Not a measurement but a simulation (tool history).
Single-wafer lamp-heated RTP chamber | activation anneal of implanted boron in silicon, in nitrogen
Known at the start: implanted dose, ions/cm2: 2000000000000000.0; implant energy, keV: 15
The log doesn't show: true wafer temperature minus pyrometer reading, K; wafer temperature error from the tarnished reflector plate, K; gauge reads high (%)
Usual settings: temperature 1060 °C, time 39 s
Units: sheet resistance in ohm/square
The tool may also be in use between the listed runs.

run,hour,temperature,time,wafers since the last listed run,wafers since the last pyrometer calibration,wafers since the reflector plate was cleaned,hours since the gauge calibration,"read-back reference wafer on the same gauge, sheet resistance",sheet resistance
1,0,1060,39,0,5328,6721,23.2,48.12,57.51
2,15.7,1060,39,159,5487,6881,38.9,48.03,57.88
3,23.6,1060,39,80,5567,6961,46.8,48.05,57.66
4,37,1071,39,135,5703,7097,60.2,48.07,55.56
5,49.7,1071,39,128,5832,7225,72.9,48.06,55.23
6,56.6,1060,31,69,5902,7295,79.8,48.07,58.89
7,62.7,1060,31,61,5964,7357,85.9,48.12,58.55
8,78.4,1060,39,159,6123,7517,101.6,48.19,57.39
9,95.7,1060,39,175,6299,7692,118.9,48.1,57.89
10,102.3,1060,39,66,6366,7759,125.5,48.12,58.08
11,117.4,1060,39,153,6519,7912,140.6,48.01,57.65
12,126.3,1060,39,90,6609,8002,149.5,48.15,57.87
13,144.2,1060,39,181,6791,8184,167.4,48.16,57.66
14,153.1,1050,39,90,6881,8274,176.3,48.13,59.72
15,166.3,1032,45,133,7015,8408,189.5,48.09,63.12
16,182.5,1037,58,164,7179,8573,205.7,48.05,60.46
# hour 201: pyrometer window cleaned and pyrometer calibrated
17,201.5,1060,55,111,4,8684,224.7,48.12,56.09
18,202,1052,46,5,10,8689,225.2,48,58.34
19,209.7,1032,45,78,88,8767,232.9,48.16,62.95
20,226.7,1060,55,172,260,8940,249.9,48.1,56.32
21,233.3,1033,26,66,327,9007,256.5,48.17,65.67
22,246.7,1060,39,135,463,9143,269.9,48.03,57.35
23,266.5,1082,52,200,664,9344,289.7,48.19,52.98
# hour 281.1: reflector plate cleaned
24,281.6,1081,54,72,736,4,304.8,48.16,52.95
25,284.2,1071,51,26,762,31,307.4,48.07,54.27
26,296.6,1060,39,125,888,156,319.8,48.06,57.66
27,311.9,1086,54,155,1043,312,335.1,48.14,52.69
28,329.8,1060,39,181,1225,493,353,48.08,57.54
# hour 333.7: gauge calibrated
29,336.4,1081,47,66,1292,560,2.7,48.04,53.32
30,350.4,1046,62,142,1434,702,16.7,48.02,58
31,356.4,1060,39,60,1495,763,22.7,48.02,57.68
32,373.9,1060,17,177,1672,941,40.2,48.08,61.34
33,386.6,1032,25,128,1801,1069,52.9,48.17,65.45
34,399,1089,19,125,1927,1195,65.3,48.15,56.16
35,411.8,1074,59,129,2057,1325,78.1,48.13,53.82
36,429.3,1038,16,177,2234,1503,95.6,48.19,66.01
37,450.8,1060,39,218,2452,1721,117.1,48.2,58
38,466.1,1038,24,155,2607,1876,132.4,48.18,64.81

Hidden state at the last listed run before each entry between runs and at the first one after, where it differs:
Between runs 16 and 17: pyrometer window cleaned and pyrometer calibrated (hour 201)
  no hidden state differs between the two runs
Between runs 23 and 24: reflector plate cleaned (hour 281.1)
  no hidden state differs between the two runs
Between runs 28 and 29: gauge calibrated (hour 333.7)
  no hidden state differs between the two runs
